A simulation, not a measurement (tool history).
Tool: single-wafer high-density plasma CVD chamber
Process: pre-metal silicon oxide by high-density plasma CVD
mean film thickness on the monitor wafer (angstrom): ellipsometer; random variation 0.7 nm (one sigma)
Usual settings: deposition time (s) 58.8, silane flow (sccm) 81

run	day	deposition time (s)	silane flow (sccm)	wafers since the last listed run	hours since the silane flow controller was replaced	hours since the gauge calibration	read-back reference wafer on the same gauge, thickness_nm	mean film thickness on the monitor wafer (angstrom)
1	0	58.8	81	0	2602.9	291	423.981	4312.94
# day 0.383: gauge calibrated
2	0.875	58.8	81	415	2623.9	11.8	424.159	4336.12
3	1.979	65.5	81	524	2650.4	38.3	423.89	4815.55
4	2.854	65.5	81	415	2671.4	59.3	423.845	4815.96
5	3.371	63.8	73	245	2683.8	71.7	423.967	4247.32
6	4.008	63.8	73	302	2699.1	87	423.865	4250.75
7	4.592	55.8	81	277	2713.1	101	423.889	4094.49
8	5.546	55.8	81	453	2736	123.9	423.977	4103.46
9	6.221	65.9	81	320	2752.2	140.1	423.948	4849.19
# day 7.575: silane flow controller replaced
10	7.596	63.8	73	494	0.5	173.1	424.13	4778.41
11	8.2	58.8	95	287	15	187.6	423.86	5656.08
# day 11.129: silane flow controller replaced, repeated, since the last time left the tool worse
12	11.15	66.1	92	1243	0.5	258.4	423.861	5743.78
13	11.954	58.8	81	382	19.8	277.7	424.085	4521.23
14	12.562	58.8	81	288	34.4	292.3	424.058	4533.34
# day 12.896: gauge calibrated
15	13.067	65.7	93	239	46.5	4.1	423.849	5785.6
16	14.467	63.6	81	665	80.1	37.7	423.961	4894.89
17	15	58.8	81	253	92.9	50.5	424.119	4497.65
18	15.5	51.3	81	237	104.9	62.5	423.805	3944.52
19	16.292	67.8	73	376	123.9	81.5	424.169	4701.84

The same runs without the tool's hidden state, with the same run-to-run variation:
The hidden state here: delivered silane flow above the setpoint (%); gauge reads high (%).
run	mean film thickness on the monitor wafer (angstrom)
1	4515.09
2	4539.68
3	5042.08
4	5042.86
5	4447.61
6	4451.41
7	4287.98
8	4297.67
9	5078.95
10	4448.59
11	5269.02
12	5732.74
13	4516.6
14	4531.73
15	5786.72
16	4903.13
17	4507.72
18	3955.39
19	4718.58
